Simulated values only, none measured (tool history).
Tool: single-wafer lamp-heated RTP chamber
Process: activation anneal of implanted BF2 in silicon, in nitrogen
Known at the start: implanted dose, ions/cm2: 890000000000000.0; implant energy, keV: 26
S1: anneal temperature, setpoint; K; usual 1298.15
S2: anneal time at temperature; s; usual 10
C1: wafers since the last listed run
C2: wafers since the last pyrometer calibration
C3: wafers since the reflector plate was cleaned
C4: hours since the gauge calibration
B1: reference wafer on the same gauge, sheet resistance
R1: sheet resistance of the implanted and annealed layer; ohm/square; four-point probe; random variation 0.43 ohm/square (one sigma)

run     day       S1  S2    C1    C2    C3      C4      B1      R1
  1   0.000  1298.15  10     0  2003  1281   856.0  147.97  181.30
  2   7.862  1298.15  10  2991  4995  4272  1044.7  148.02  180.34
  3   8.867  1298.15  10   382  5377  4654  1068.8  147.98  179.81
  4  11.300  1298.15  10   925  6302  5580  1127.2  148.04  178.99
  5  13.783  1298.15  10   944  7247  6525  1186.8  147.97  177.91
     16.012  -- pyrometer window cleaned and pyrometer calibrated
  6  16.033  1298.15  10   729     7  7254  1240.8  148.02  179.11
  7  17.779  1298.15  10   664   672  7918  1282.7  148.02  179.71
     19.717  -- reflector plate cleaned
  8  19.738  1298.15  10   618  1290     7  1329.7  147.98  181.49
  9  21.496  1298.15   8   668  1959   676  1371.9  147.95  184.30
 10  23.675  1298.15   8   829  2788  1505  1424.2  148.05  184.33
 11  24.817  1288.15  10   434  3222  1940  1451.6  148.00  188.40
 12  27.371  1288.15  10   971  4194  2911  1512.9  147.92  186.86
 13  30.129  1288.15  10  1049  5243  3961  1579.1  148.03  186.45
 14  31.908  1298.15  10   676  5920  4637  1621.8  148.01  179.38
 15  34.658  1298.15  10  1046  6966  5684  1687.8  147.96  177.81
     36.896  -- pyrometer window cleaned and pyrometer calibrated
 16  37.567  1316.15  10   979   255  6663  1757.6  147.99  169.78
 17  39.175  1298.15  10   611   867  7275  1796.2  148.09  180.05
 18  40.475  1290.15  10   494  1362  7770  1827.4  148.00  184.37
 19  42.908  1306.15  15   925  2287  8695  1885.8  147.98  168.34
     43.292  -- reflector plate cleaned
 20  49.221  1298.15  10  2274  4562  2255  2037.3  148.01  180.73
 21  51.300  1278.15  16   790  5353  3046  2087.2  147.93  186.86
     52.538  -- gauge calibrated
 22  53.912  1298.15  10   993  6347  4040    33.0  147.99  179.44
 23  55.088  1326.15   6   446  6794  4487    61.2  148.02  170.18
 24  56.842  1310.15  10   667  7461  5154   103.3  148.07  171.38
     57.433  -- pyrometer window cleaned and pyrometer calibrated
 25  57.879  1298.15  10   267   170  5422   128.2  147.96  180.54
 26  60.458  1277.15   5   981  1151  6403   190.1  148.10  205.40
 27  63.388  1298.15  10  1114  2265  7517   260.4  148.04  178.81
     65.150  -- reflector plate cleaned
 28  65.729  1279.15   6   764  3029   219   316.6  147.99  202.23
 29  67.667  1320.15  10   737  3766   956   363.1  148.02  169.37
 30  74.654  1274.15   6  2658  6424  3614   530.8  148.02  203.57
 31  77.650  1298.15  10  1139  7564  4754   602.7  148.03  178.02
 32  79.438  1274.15  15   680  8244  5434   645.6  147.92  187.14
 33  80.733  1324.15  12   492  8737  5927   676.7  147.99  161.92
     82.104  -- pyrometer window cleaned and pyrometer calibrated
 34  82.125  1314.15  13   402     7  6330   710.1  148.04  166.95
     88.754  -- reflector plate cleaned
 35  90.571  1272.15   6  3086  3093   691   912.8  148.02  208.10
 36  92.812  1282.15  13   852  3946  1544   966.6  148.00  187.15
 37  94.754  1313.15   5   738  4685  2283  1013.2  147.97  179.22

What the log doesn't show, run by run:
gauge reads high (%): 0 in every run
H1: true wafer temperature minus pyrometer reading, K
H2: wafer temperature error from the tarnished reflector plate, K
run     H1     H2
  1  0.406   0.23
  2   2.14   1.16
  3   2.47   1.36
  4   3.36   1.89
  5    4.4   2.53
  6   0.22    3.2
  7  0.256   3.78
  8  0.381  0.171
  9  0.569  0.197
 10  0.901  0.298
 11   1.12  0.383
 12   1.72  0.648
 13   2.53   1.05
 14   3.15   1.38
 15   4.25   1.99
 16  0.177   2.76
 17  0.232   3.25
 18   0.32   3.68
 19  0.591   4.55
 20   1.93  0.476
 21   2.58  0.712
 22   3.53   1.11
 23   4.01   1.32
 24   4.79   1.68
 25  0.435   1.92
 26  0.539   2.59
 27  0.844   3.48
 28   1.23  0.442
 29   1.65  0.491
 30   3.87   1.17
 31   5.17   1.71
 32   6.05    2.1
 33   6.73   2.42
 34    1.3   2.78
 35   2.13  0.325
 36   2.63  0.432
 37   3.16  0.591
